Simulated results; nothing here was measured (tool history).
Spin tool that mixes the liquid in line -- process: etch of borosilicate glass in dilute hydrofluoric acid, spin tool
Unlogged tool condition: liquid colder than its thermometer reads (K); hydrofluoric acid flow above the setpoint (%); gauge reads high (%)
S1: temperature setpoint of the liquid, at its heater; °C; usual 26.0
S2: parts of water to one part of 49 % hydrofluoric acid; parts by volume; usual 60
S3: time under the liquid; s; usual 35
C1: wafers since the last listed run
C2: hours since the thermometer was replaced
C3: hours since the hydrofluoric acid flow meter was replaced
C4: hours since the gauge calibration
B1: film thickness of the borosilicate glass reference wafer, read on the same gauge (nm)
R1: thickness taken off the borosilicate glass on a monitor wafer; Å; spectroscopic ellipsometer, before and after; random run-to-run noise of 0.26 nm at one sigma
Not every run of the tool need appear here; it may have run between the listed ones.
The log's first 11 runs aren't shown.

run 12 hour=875.7 | S1=26.0 S2=60 S3=35 | C1=871 C2=219.3 C3=1957.8 C4=630.2 | B1=29.99 | R1=293.1
-- hour=906.3 hydrofluoric acid flow meter replaced
run 13 hour=910.6 | S1=26.0 S2=60 S3=35 | C1=446 C2=254.2 C3=4.3 C4=665.1 | B1=30.00 | R1=294.6
run 14 hour=969.2 | S1=26.0 S2=60 S3=35 | C1=771 C2=312.8 C3=62.9 C4=723.7 | B1=29.98 | R1=286.9
run 15 hour=1024.4 | S1=26.0 S2=60 S3=35 | C1=726 C2=368.0 C3=118.1 C4=778.9 | B1=30.01 | R1=284.2
run 16 hour=1062.6 | S1=24.5 S2=60 S3=40 | C1=502 C2=406.2 C3=156.3 C4=817.1 | B1=30.01 | R1=309.5
run 17 hour=1094.8 | S1=23.0 S2=90 S3=50 | C1=423 C2=438.4 C3=188.5 C4=849.3 | B1=30.00 | R1=235.7
run 18 hour=1134.0 | S1=27.5 S2=60 S3=25 | C1=515 C2=477.6 C3=227.7 C4=888.5 | B1=30.01 | R1=218.8
run 19 hour=1165.6 | S1=26.0 S2=45 S3=20 | C1=415 C2=509.2 C3=259.3 C4=920.1 | B1=29.99 | R1=219.8
run 20 hour=1236.7 | S1=26.0 S2=80 S3=45 | C1=935 C2=580.3 C3=330.4 C4=991.2 | B1=29.98 | R1=270.5
-- hour=1265.1 gauge calibrated
run 21 hour=1284.8 | S1=30.0 S2=45 S3=55 | C1=632 C2=628.4 C3=378.5 C4=19.7 | B1=30.02 | R1=714.1
run 22 hour=1354.7 | S1=29.0 S2=35 S3=35 | C1=919 C2=698.3 C3=448.4 C4=89.6 | B1=30.01 | R1=573.2
run 23 hour=1423.4 | S1=23.0 S2=60 S3=35 | C1=903 C2=767.0 C3=517.1 C4=158.3 | B1=30.00 | R1=255.6
run 24 hour=1455.5 | S1=26.0 S2=85 S3=35 | C1=422 C2=799.1 C3=549.2 C4=190.4 | B1=30.01 | R1=193.5
run 25 hour=1499.6 | S1=26.0 S2=60 S3=35 | C1=580 C2=843.2 C3=593.3 C4=234.5 | B1=29.99 | R1=281.3
run 26 hour=1560.7 | S1=26.0 S2=70 S3=50 | C1=803 C2=904.3 C3=654.4 C4=295.6 | B1=30.00 | R1=335.3
run 27 hour=1614.5 | S1=30.5 S2=85 S3=25 | C1=707 C2=958.1 C3=708.2 C4=349.4 | B1=30.01 | R1=163.9
run 28 hour=1653.2 | S1=26.0 S2=60 S3=35 | C1=509 C2=996.8 C3=746.9 C4=388.1 | B1=29.99 | R1=284.9
run 29 hour=1690.6 | S1=26.0 S2=85 S3=35 | C1=492 C2=1034.2 C3=784.3 C4=425.5 | B1=30.00 | R1=192.4
run 30 hour=1760.7 | S1=26.0 S2=45 S3=55 | C1=922 C2=1104.3 C3=854.4 C4=495.6 | B1=30.00 | R1=599.3

Alternative continuations, all from the tool just after run 30; predict every row:
run A hour=1761.1 | S1=26.0 S2=60 S3=35 | C1=5 C2=1104.7 C3=854.8 C4=496.0 | B1=? | R1=?
run B hour=1761.1 | S1=22.5 S2=60 S3=35 | C1=5 C2=1104.7 C3=854.8 C4=496.0 | B1=? | R1=?
run C hour=1761.1 | S1=29.5 S2=60 S3=35 | C1=5 C2=1104.7 C3=854.8 C4=496.0 | B1=? | R1=?
run D hour=1761.1 | S1=29.0 S2=50 S3=35 | C1=5 C2=1104.7 C3=854.8 C4=496.0 | B1=? | R1=?
run E hour=1761.1 | S1=28.0 S2=60 S3=35 | C1=5 C2=1104.7 C3=854.8 C4=496.0 | B1=? | R1=?

run=A B1=29.99 R1=279.6
run=B B1=29.99 R1=242.1
run=C B1=29.99 R1=321.8
run=D B1=29.99 R1=384.0
run=E B1=29.99 R1=303.1
With the hidden condition removed and each run's random variation left untouched, the same runs would have given:
run=A R1=296.6
run=B R1=257.2
run=C R1=340.7
run=D R1=407.0
run=E R1=321.2

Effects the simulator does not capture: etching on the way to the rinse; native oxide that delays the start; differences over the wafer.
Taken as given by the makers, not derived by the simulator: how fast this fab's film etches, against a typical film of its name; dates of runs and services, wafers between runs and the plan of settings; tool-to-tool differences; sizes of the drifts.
